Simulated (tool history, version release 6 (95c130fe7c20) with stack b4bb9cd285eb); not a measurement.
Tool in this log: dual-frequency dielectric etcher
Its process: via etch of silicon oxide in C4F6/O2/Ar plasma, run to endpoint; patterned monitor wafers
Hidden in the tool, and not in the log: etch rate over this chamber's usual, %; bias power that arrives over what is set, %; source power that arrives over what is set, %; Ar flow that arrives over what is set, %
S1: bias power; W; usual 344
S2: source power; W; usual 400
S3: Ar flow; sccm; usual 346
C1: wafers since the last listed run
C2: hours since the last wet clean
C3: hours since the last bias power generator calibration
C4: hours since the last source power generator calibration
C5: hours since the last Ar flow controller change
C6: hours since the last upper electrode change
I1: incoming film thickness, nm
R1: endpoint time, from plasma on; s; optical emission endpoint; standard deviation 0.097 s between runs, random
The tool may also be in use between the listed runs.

Run 1, hour 0: usual settings; C1 0; C2 214.2; C3 4984.2; C4 1207.2; C5 3790.1; C6 4708.1; I1 145.4. Result: R1 32.3 s.
Run 2, hour 11.1: usual settings; C1 186; C2 225.3; C3 4995.3; C4 1218.3; C5 3801.2; C6 4719.2; I1 146.1. Result: R1 32.4 s.
Run 3, hour 19: usual settings; C1 132; C2 233.2; C3 5003.2; C4 1226.2; C5 3809.1; C6 4727.1; I1 146.4. Result: R1 32.4 s.
At hour 43.3: Ar flow controller replaced.
At hour 51: upper electrode replaced.
Run 4, hour 51.5: usual settings; C1 316; C2 265.7; C3 5035.7; C4 1258.7; C5 8.2; C6 0.5; I1 145.7. Result: R1 32.4 s.
Run 5, hour 51.8: usual settings; C1 5; C2 266; C3 5036; C4 1259; C5 8.5; C6 0.8; I1 145.5. Result: R1 32.2 s.
Run 6, hour 52.2: usual settings; C1 6; C2 266.4; C3 5036.4; C4 1259.4; C5 8.9; C6 1.2; I1 144.9. Result: R1 32.1 s.
Run 7, hour 76.2: usual settings; C1 403; C2 290.4; C3 5060.4; C4 1283.4; C5 32.9; C6 25.2; I1 145.5. Result: R1 32.4 s.
Run 8, hour 89.8: usual settings but S1 259 W, S2 440 W, S3 262 sccm; C1 228; C2 304; C3 5074; C4 1297; C5 46.5; C6 38.8; I1 146. Result: R1 34.2 s.
Run 9, hour 102.9: usual settings but S1 387 W, S2 350 W, S3 280 sccm; C1 220; C2 317.1; C3 5087.1; C4 1310.1; C5 59.6; C6 51.9; I1 145.6. Result: R1 32.2 s.
Run 10, hour 112.4: usual settings; C1 159; C2 326.6; C3 5096.6; C4 1319.6; C5 69.1; C6 61.4; I1 145.2. Result: R1 32.5 s.
Run 11, hour 124.3: usual settings but S1 306 W, S3 376 sccm; C1 200; C2 338.5; C3 5108.5; C4 1331.5; C5 81; C6 73.3; I1 145.4. Result: R1 34.4 s.
Run 12, hour 133.2: usual settings but S2 490 W; C1 149; C2 347.4; C3 5117.4; C4 1340.4; C5 89.9; C6 82.2; I1 146.9. Result: R1 29.9 s.
Run 13, hour 141.3: usual settings but S1 320 W, S2 350 W, S3 289 sccm; C1 136; C2 355.5; C3 5125.5; C4 1348.5; C5 98; C6 90.3; I1 145.8. Result: R1 35.1 s.
Run 14, hour 156.3: usual settings; C1 252; C2 370.5; C3 5140.5; C4 1363.5; C5 113; C6 105.3; I1 144.4. Result: R1 32.1 s.
Run 15, hour 165.8: usual settings but S3 265 sccm; C1 159; C2 380; C3 5150; C4 1373; C5 122.5; C6 114.8; I1 145. Result: R1 31.6 s.
At hour 178.8: source power generator calibrated.
Run 16, hour 179.1: usual settings but S3 398 sccm; C1 156; C2 393.3; C3 5163.3; C4 0.3; C5 135.8; C6 128.1; I1 145.1. Result: R1 33 s.
Run 17, hour 189.5: usual settings but S1 273 W, S3 404 sccm; C1 174; C2 403.7; C3 5173.7; C4 10.7; C5 146.2; C6 138.5; I1 146.4. Result: R1 36.7 s.
At hour 219.5: wet clean of the chamber.
Run 18, hour 220: usual settings but S1 310 W, S2 340 W, S3 267 sccm; C1 109; C2 0.5; C3 5204.2; C4 41.2; C5 176.7; C6 169; I1 146.6. Result: R1 35.5 s.
Run 19, hour 220.4: usual settings; C1 6; C2 0.9; C3 5204.6; C4 41.6; C5 177.1; C6 169.4; I1 145.7. Result: R1 32.2 s.
At hour 228.9: bias power generator calibrated.
Run 20, hour 229.4: usual settings but S3 281 sccm; C1 84; C2 9.9; C3 0.5; C4 50.6; C5 186.1; C6 178.4; I1 147.7. Result: R1 32 s.
Run 21, hour 249.7: usual settings; C1 341; C2 30.2; C3 20.8; C4 70.9; C5 206.4; C6 198.7; I1 144.1. Result: R1 32 s.
Run 22, hour 260.3: usual settings; C1 178; C2 40.8; C3 31.4; C4 81.5; C5 217; C6 209.3; I1 147.6. Result: R1 32.7 s.
Run 23, hour 269.4: usual settings; C1 153; C2 49.9; C3 40.5; C4 90.6; C5 226.1; C6 218.4; I1 146. Result: R1 32.3 s.
Run 24, hour 279.5: usual settings but S1 403 W, S2 490 W; C1 169; C2 60; C3 50.6; C4 100.7; C5 236.2; C6 228.5; I1 147.2. Result: R1 27.8 s.
Run 25, hour 294.3: usual settings but S1 381 W; C1 248; C2 74.8; C3 65.4; C4 115.5; C5 251; C6 243.3; I1 145.8. Result: R1 30.9 s.
Run 26, hour 311.7: usual settings but S1 262 W, S2 460 W, S3 428 sccm; C1 292; C2 92.2; C3 82.8; C4 132.9; C5 268.4; C6 260.7; I1 145.6. Result: R1 34.7 s.
Run 27, hour 320.6: usual settings; C1 149; C2 101.1; C3 91.7; C4 141.8; C5 277.3; C6 269.6; I1 146.9. Result: R1 32.5 s.
Run 28, hour 337.8: usual settings but S1 399 W; C1 289; C2 118.3; C3 108.9; C4 159; C5 294.5; C6 286.8; I1 145.7. Result: R1 30.2 s.
Run 29, hour 351.3: usual settings but S2 340 W, S3 295 sccm; C1 226; C2 131.8; C3 122.4; C4 172.5; C5 308; C6 300.3; I1 144.2. Result: R1 34.2 s.

Predict each of these 4 candidate next runs independently; none follows another, all start after run 29:
Run A, hour 351.7: usual settings but S2 500 W; C1 6; C2 132.2; C3 122.8; C4 172.9; C5 308.4; C6 300.7; I1 145.4. Result: R1 ?.
Run B, hour 351.7: usual settings but S1 393 W, S3 304 sccm; C1 6; C2 132.2; C3 122.8; C4 172.9; C5 308.4; C6 300.7; I1 145.4. Result: R1 ?.
Run C, hour 351.7: usual settings but S1 302 W, S2 450 W, S3 300 sccm; C1 6; C2 132.2; C3 122.8; C4 172.9; C5 308.4; C6 300.7; I1 145.4. Result: R1 ?.
Run D, hour 351.7: usual settings but S1 426 W; C1 6; C2 132.2; C3 122.8; C4 172.9; C5 308.4; C6 300.7; I1 145.4. Result: R1 ?.

run    R1
  A  29.3
  B  30.1
  C  31.9
  D  29.5
With no hidden state in the tool, these same runs would have given:
run    R1
  A  29.1
  B  29.9
  C  31.8
  D  29.3
